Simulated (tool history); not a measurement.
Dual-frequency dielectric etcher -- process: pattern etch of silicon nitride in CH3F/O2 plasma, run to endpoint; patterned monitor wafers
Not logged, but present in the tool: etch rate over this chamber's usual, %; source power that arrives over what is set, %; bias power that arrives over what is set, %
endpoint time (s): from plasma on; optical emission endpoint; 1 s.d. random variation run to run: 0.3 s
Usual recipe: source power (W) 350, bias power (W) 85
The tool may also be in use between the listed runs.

run,day,source power (W),bias power (W),wafers since the last listed run,hours since the last wet clean,hours since the last source power generator calibration,hours since the last bias power generator calibration,hours since the last upper electrode change,"incoming incoming film thickness, nm",endpoint time (s)
1,0.000,350,76,0,221.4,2290.4,4290.4,2003.4,88.0,93.0
2,0.404,350,76,76,231.1,2300.1,4300.1,2013.1,87.6,92.5
3,0.783,350,85,72,240.2,2309.2,4309.2,2022.2,87.7,89.1
4,1.271,350,85,92,251.9,2320.9,4320.9,2033.9,86.4,87.6
5,1.600,350,85,62,259.8,2328.8,4328.8,2041.8,87.2,88.7
6,2.233,350,85,120,275.0,2344.0,4344.0,2057.0,86.4,87.9
7,2.754,350,85,98,287.5,2356.5,4356.5,2069.5,86.2,87.5
8,3.038,350,85,53,294.3,2363.3,4363.3,2076.3,87.1,88.6
# day 4.250: source power generator calibrated
# day 4.375: upper electrode replaced
9,4.396,310,73,203,326.9,3.5,4395.9,0.5,86.7,96.0
10,4.408,310,73,2,327.2,3.8,4396.2,0.8,87.3,96.6
11,4.533,350,85,23,330.2,6.8,4399.2,3.8,86.9,87.2
12,5.246,350,85,135,347.3,23.9,4416.3,20.9,86.1,86.6
13,5.754,410,85,96,359.5,36.1,4428.5,33.1,87.2,82.9
# day 5.938: bias power generator calibrated
14,6.275,310,99,67,372.0,48.6,8.1,45.6,86.9,86.0
15,6.700,350,85,80,382.2,58.8,18.3,55.8,86.7,87.1
16,7.396,430,100,132,398.9,75.5,35.0,72.5,87.7,77.3
17,7.983,430,94,111,413.0,89.6,49.1,86.6,87.8,79.4
18,8.729,310,94,141,430.9,107.5,67.0,104.5,87.0,87.0
# day 9.992: wet clean of the chamber
19,10.012,350,100,53,0.5,138.3,97.8,135.3,87.6,86.2
20,10.025,350,85,2,0.8,138.6,98.1,135.6,86.5,90.0
21,10.288,350,85,49,7.1,144.9,104.4,141.9,87.0,90.6
22,11.967,350,79,319,47.4,185.2,144.7,182.2,87.2,93.0
23,12.571,410,93,114,61.9,199.7,159.2,196.7,86.7,82.9
24,12.862,350,85,55,68.9,206.7,166.2,203.7,86.7,89.9

The tool's hidden state at each run:
source power that arrives over what is set, %: 0, the same for each run
bias power that arrives over what is set, %: 0, the same for each run
H1: etch rate over this chamber's usual, %
run,H1
1,2.71
2,2.81
3,2.91
4,3.03
5,3.11
6,3.27
7,3.4
8,3.47
9,3.81
10,3.81
11,3.85
12,4.02
13,4.15
14,4.28
15,4.39
16,4.56
17,4.71
18,4.89
19,0.153
20,0.156
21,0.222
22,0.642
23,0.793
24,0.866
